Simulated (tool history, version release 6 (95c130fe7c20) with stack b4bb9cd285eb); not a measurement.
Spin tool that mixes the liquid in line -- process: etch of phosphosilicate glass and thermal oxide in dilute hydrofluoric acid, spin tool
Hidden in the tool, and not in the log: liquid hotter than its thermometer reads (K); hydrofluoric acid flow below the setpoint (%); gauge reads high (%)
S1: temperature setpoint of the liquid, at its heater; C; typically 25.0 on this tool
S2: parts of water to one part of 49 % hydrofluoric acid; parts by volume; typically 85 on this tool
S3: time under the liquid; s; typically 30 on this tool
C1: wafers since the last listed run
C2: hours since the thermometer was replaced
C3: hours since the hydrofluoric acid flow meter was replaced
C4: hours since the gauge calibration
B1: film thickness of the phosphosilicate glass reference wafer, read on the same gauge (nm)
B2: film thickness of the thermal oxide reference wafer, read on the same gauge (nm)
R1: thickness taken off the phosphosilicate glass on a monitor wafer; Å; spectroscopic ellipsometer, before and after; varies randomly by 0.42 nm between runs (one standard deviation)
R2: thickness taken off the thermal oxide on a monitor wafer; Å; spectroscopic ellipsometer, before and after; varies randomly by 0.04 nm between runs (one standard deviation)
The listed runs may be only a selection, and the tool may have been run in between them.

Run 1, hour 0.0: usual settings but S2 115 parts by volume; C1 0; C2 1137.8; C3 135.8; C4 1052.0; B1 50.02; B2 89.996. Result: R1 583.8 Å, R2 13.42 Å.
Run 2, hour 75.8: usual settings but S2 115 parts by volume; C1 558; C2 1213.6; C3 211.6; C4 1127.8; B1 50.03; B2 90.059. Result: R1 583.0 Å, R2 13.01 Å.
Run 3, hour 141.7: usual settings but S2 115 parts by volume; C1 485; C2 1279.5; C3 277.5; C4 1193.7; B1 49.99; B2 89.972. Result: R1 587.8 Å, R2 12.97 Å.
Run 4, hour 204.4: usual settings but S2 60 parts by volume; C1 461; C2 1342.2; C3 340.2; C4 1256.4; B1 49.98; B2 90.015. Result: R1 1210.4 Å, R2 27.51 Å.
Run 5, hour 269.9: usual settings; C1 482; C2 1407.7; C3 405.7; C4 1321.9; B1 50.00; B2 90.029. Result: R1 829.4 Å, R2 17.86 Å.
Run 6, hour 559.1: usual settings but S3 40 s; C1 2130; C2 1696.9; C3 694.9; C4 1611.1; B1 50.03; B2 89.995. Result: R1 1107.6 Å, R2 25.37 Å.
Run 7, hour 636.5: usual settings but S1 26.5 C, S2 110 parts by volume, S3 25 s; C1 570; C2 1774.3; C3 772.3; C4 1688.5; B1 49.99; B2 89.983. Result: R1 552.4 Å, R2 12.63 Å.
Run 8, hour 714.5: usual settings; C1 574; C2 1852.3; C3 850.3; C4 1766.5; B1 49.99; B2 90.003. Result: R1 828.5 Å, R2 18.03 Å.
Run 9, hour 769.4: usual settings but S1 20.5 C, S2 60 parts by volume, S3 45 s; C1 404; C2 1907.2; C3 905.2; C4 1821.4; B1 50.02; B2 90.004. Result: R1 1532.1 Å, R2 35.34 Å.
At hour 780.1: thermometer replaced.
At hour 804.2: gauge calibrated.
Run 10, hour 822.1: usual settings; C1 380; C2 42.0; C3 957.9; C4 17.9; B1 50.01; B2 90.004. Result: R1 797.6 Å, R2 18.18 Å.
Run 11, hour 865.6: usual settings; C1 320; C2 85.5; C3 1001.4; C4 61.4; B1 49.97; B2 89.972. Result: R1 803.1 Å, R2 18.87 Å.
Run 12, hour 934.4: usual settings but S1 21.0 C, S2 70 parts by volume, S3 15 s; C1 506; C2 154.3; C3 1070.2; C4 130.2; B1 50.00; B2 89.990. Result: R1 423.5 Å, R2 9.77 Å.
Run 13, hour 996.9: usual settings but S1 29.0 C, S2 60 parts by volume, S3 25 s; C1 460; C2 216.8; C3 1132.7; C4 192.7; B1 49.98; B2 89.990. Result: R1 1151.9 Å, R2 25.92 Å.
Run 14, hour 1070.3: usual settings; C1 540; C2 290.2; C3 1206.1; C4 266.1; B1 50.01; B2 89.974. Result: R1 801.2 Å, R2 18.51 Å.
Run 15, hour 1136.7: usual settings but S1 28.0 C; C1 489; C2 356.6; C3 1272.5; C4 332.5; B1 50.02; B2 89.998. Result: R1 909.7 Å, R2 20.91 Å.
At hour 1166.8: hydrofluoric acid flow meter replaced.
Run 16, hour 1188.7: usual settings but S2 125 parts by volume, S3 20 s; C1 375; C2 408.6; C3 21.9; C4 384.5; B1 49.97; B2 89.986. Result: R1 349.5 Å, R2 7.96 Å.
Run 17, hour 1235.4: usual settings; C1 344; C2 455.3; C3 68.6; C4 431.2; B1 49.98; B2 89.998. Result: R1 806.3 Å, R2 18.25 Å.
Run 18, hour 1301.6: usual settings but S2 105 parts by volume, S3 50 s; C1 487; C2 521.5; C3 134.8; C4 497.4; B1 49.99; B2 90.023. Result: R1 1064.8 Å, R2 23.83 Å.
Run 19, hour 1394.5: usual settings but S1 27.0 C, S2 60 parts by volume; C1 684; C2 614.4; C3 227.7; C4 590.3; B1 49.98; B2 90.031. Result: R1 1281.5 Å, R2 28.76 Å.
Run 20, hour 1565.0: usual settings but S1 27.5 C; C1 1256; C2 784.9; C3 398.2; C4 760.8; B1 50.00; B2 90.034. Result: R1 901.9 Å, R2 20.50 Å.
Run 21, hour 1647.2: usual settings but S2 95 parts by volume; C1 605; C2 867.1; C3 480.4; C4 843.0; B1 50.00; B2 90.018. Result: R1 726.5 Å, R2 16.72 Å.
Run 22, hour 1738.2: usual settings but S1 30.0 C, S2 45 parts by volume, S3 45 s; C1 670; C2 958.1; C3 571.4; C4 934.0; B1 50.01; B2 89.989. Result: R1 3030.1 Å, R2 69.49 Å.
Run 23, hour 1796.5: usual settings but S1 20.5 C, S3 35 s; C1 429; C2 1016.4; C3 629.7; C4 992.3; B1 49.98; B2 90.024. Result: R1 804.5 Å, R2 17.43 Å.
Run 24, hour 1878.2: usual settings but S1 20.0 C, S2 120 parts by volume; C1 601; C2 1098.1; C3 711.4; C4 1074.0; B1 50.02; B2 89.950. Result: R1 460.1 Å, R2 10.65 Å.
Run 25, hour 1979.9: usual settings; C1 749; C2 1199.8; C3 813.1; C4 1175.7; B1 50.00; B2 90.031. Result: R1 832.2 Å, R2 19.09 Å.

Measured result minus the same run's result without the hidden state. Both carry the same run-to-run variation, though not necessarily the same gauge scatter:
run     R1     R2
  1  +16.3  +0.37
  2  +16.9  +0.37
  3  +17.9  +0.40
  4  +39.9  +0.91
  5  +27.7  +0.59
  6  +43.3  +0.99
  7  +21.7  +0.49
  8  +34.6  +0.76
  9  +69.5  +1.60
 10   +7.0  +0.16
 11   +7.6  +0.17
 12   +4.8  +0.11
 13  +13.9  +0.31
 14  +10.7  +0.25
 15  +13.3  +0.31
 16   +5.4  +0.12
 17  +13.3  +0.30
 18  +18.9  +0.43
 19  +25.2  +0.56
 20  +20.4  +0.46
 21  +17.8  +0.41
 22  +80.0  +1.84
 23  +23.1  +0.50
 24  +13.7  +0.32
 25  +25.9  +0.60
